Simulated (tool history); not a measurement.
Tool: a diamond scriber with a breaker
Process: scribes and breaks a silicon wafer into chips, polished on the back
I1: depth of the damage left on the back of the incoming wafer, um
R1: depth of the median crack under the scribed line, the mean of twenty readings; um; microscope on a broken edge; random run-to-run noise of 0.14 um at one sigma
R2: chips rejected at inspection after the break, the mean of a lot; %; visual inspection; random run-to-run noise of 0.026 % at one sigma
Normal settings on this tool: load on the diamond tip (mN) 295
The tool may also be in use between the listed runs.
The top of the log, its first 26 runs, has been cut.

{"run": 27, "hour": 1858.7, "load on the diamond tip (mN)": 295, "I1": 0.02, "R1": 7.48, "R2": 5.02}
{"run": 28, "hour": 1902.3, "load on the diamond tip (mN)": 370, "I1": 0.02, "R1": 9.15, "R2": 0.7}
{"run": 29, "hour": 1956.7, "load on the diamond tip (mN)": 266, "I1": 0.02, "R1": 6.76, "R2": 12.09}
{"hour": 1997.5, "done": "diamond tip replaced by a new one"}
{"run": 30, "hour": 2003.1, "load on the diamond tip (mN)": 367, "I1": 0.05, "R1": 9.68, "R2": 0.97}
{"run": 31, "hour": 2066.8, "load on the diamond tip (mN)": 344, "I1": 0.03, "R1": 8.97, "R2": 0.77}
{"run": 32, "hour": 2111.2, "load on the diamond tip (mN)": 255, "I1": 0.01, "R1": 6.79, "R2": 10.61}
{"hour": 2133.6, "done": "load on the tip recalibrated"}
{"run": 33, "hour": 2208.8, "load on the diamond tip (mN)": 295, "I1": 0.03, "R1": 8.67, "R2": 1.39}
{"run": 34, "hour": 2284.6, "load on the diamond tip (mN)": 212, "I1": 0.05, "R1": 5.93, "R2": 18.8}
{"run": 35, "hour": 2324.3, "load on the diamond tip (mN)": 381, "I1": 0.03, "R1": 10.0, "R2": 1.48}
{"run": 36, "hour": 2392.5, "load on the diamond tip (mN)": 254, "I1": 0.01, "R1": 6.84, "R2": 9.93}
{"run": 37, "hour": 2465.6, "load on the diamond tip (mN)": 366, "I1": 0.03, "R1": 9.37, "R2": 0.64}
{"run": 38, "hour": 2543.2, "load on the diamond tip (mN)": 338, "I1": 0.04, "R1": 8.46, "R2": 1.37}
{"run": 39, "hour": 2585.9, "load on the diamond tip (mN)": 329, "I1": 0.04, "R1": 8.24, "R2": 2.03}
{"run": 40, "hour": 2672.4, "load on the diamond tip (mN)": 295, "I1": 0.02, "R1": 7.51, "R2": 6.13}

Here are 5 independent what-if runs from the current tool condition. What would each one return?
{"run": "A", "hour": 2673.1, "load on the diamond tip (mN)": 295, "I1": 0.01, "R1": "?", "R2": "?"}
{"run": "B", "hour": 2673.1, "load on the diamond tip (mN)": 365, "I1": 0.01, "R1": "?", "R2": "?"}
{"run": "C", "hour": 2673.1, "load on the diamond tip (mN)": 258, "I1": 0.01, "R1": "?", "R2": "?"}
{"run": "D", "hour": 2673.1, "load on the diamond tip (mN)": 226, "I1": 0.01, "R1": "?", "R2": "?"}
{"run": "E", "hour": 2673.1, "load on the diamond tip (mN)": 224, "I1": 0.01, "R1": "?", "R2": "?"}

run=A R1=7.38 R2=5.74
run=B R1=8.93 R2=0.78
run=C R1=6.49 R2=12.75
run=D R1=5.68 R2=22.46
run=E R1=5.62 R2=23.20
Had the tool no hidden state, the same runs would have come out as:
run=A R1=9.21 R2=0.67
run=B R1=11.15 R2=4.42
run=C R1=8.11 R2=2.38
run=D R1=7.09 R2=7.68
run=E R1=7.02 R2=8.17
